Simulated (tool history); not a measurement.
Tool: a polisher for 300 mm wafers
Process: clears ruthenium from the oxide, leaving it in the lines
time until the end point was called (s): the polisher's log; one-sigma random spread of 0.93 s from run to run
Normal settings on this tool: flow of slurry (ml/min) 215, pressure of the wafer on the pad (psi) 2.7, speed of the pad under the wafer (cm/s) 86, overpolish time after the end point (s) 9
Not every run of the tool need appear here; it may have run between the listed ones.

run,day,flow of slurry (ml/min),pressure of the wafer on the pad (psi),speed of the pad under the wafer (cm/s),overpolish time after the end point (s),"incoming thickness of the incoming film, nm",time until the end point was called (s)
1,0,215,2.7,86,9,99.6,73.7
2,0.608,215,2.7,86,9,100.5,71.4
3,1.079,215,2.7,86,9,99.6,71.6
4,1.45,215,2.7,86,9,100.5,73.3
5,2.142,215,2.7,86,9,100.1,71.6
6,2.483,215,2.7,86,9,99.9,71.7
7,3.046,215,2.7,86,11,99.1,71.5
8,3.446,215,2.7,76,6,101.4,80.7
# day 4.062: worn pad replaced by a new one
9,4.083,215,2.7,76,6,101,80.5
# day 4.562: slurry nozzle cleaned
10,4.7,215,2.7,86,9,99,70
11,6.088,215,2.7,86,9,97.8,68.1
12,6.688,215,2.7,96,9,98.8,62.9
13,7.283,215,2.7,86,11,101.7,70.4
14,7.542,215,2.7,86,5,100.9,69.8
15,8.083,215,2.7,86,9,101.2,69.3
16,8.375,215,2.7,86,9,99.2,69.7
17,9.088,150,2.7,86,5,98.3,72
# day 9.483: worn pad replaced by a new one
# day 10.067: head pressure recalibrated
18,10.117,150,3.4,106,6,99.6,53.6
19,11.204,145,3.5,72,7,99.8,74.8
20,11.85,150,2.7,86,9,100,78.7
21,12.15,155,2.7,56,6,100.3,116.9
22,12.825,215,2.7,112,9,100.7,58.9
23,13.542,215,2.7,86,9,99.2,74
# day 14.042: worn pad replaced by a new one
24,14.158,285,3.4,86,9,99,58.9

Here are 5 independent what-if runs from the current tool condition. What would each one return?
A,14.179,215,2.7,68,9,98.9,?
B,14.179,215,2.7,102,9,98.9,?
C,14.179,235,2.2,116,11,98.9,?
D,14.179,215,2.7,76,9,98.9,?
E,14.179,215,2.7,86,4,98.9,?

run,time until the end point was called (s)
A,90.3
B,62.4
C,64.8
D,81.7
E,73
Take away the tool's hidden state, keep each run's random variation, and the runs would have read:
run,time until the end point was called (s)
A,90.5
B,62.5
C,65
D,81.9
E,73.2
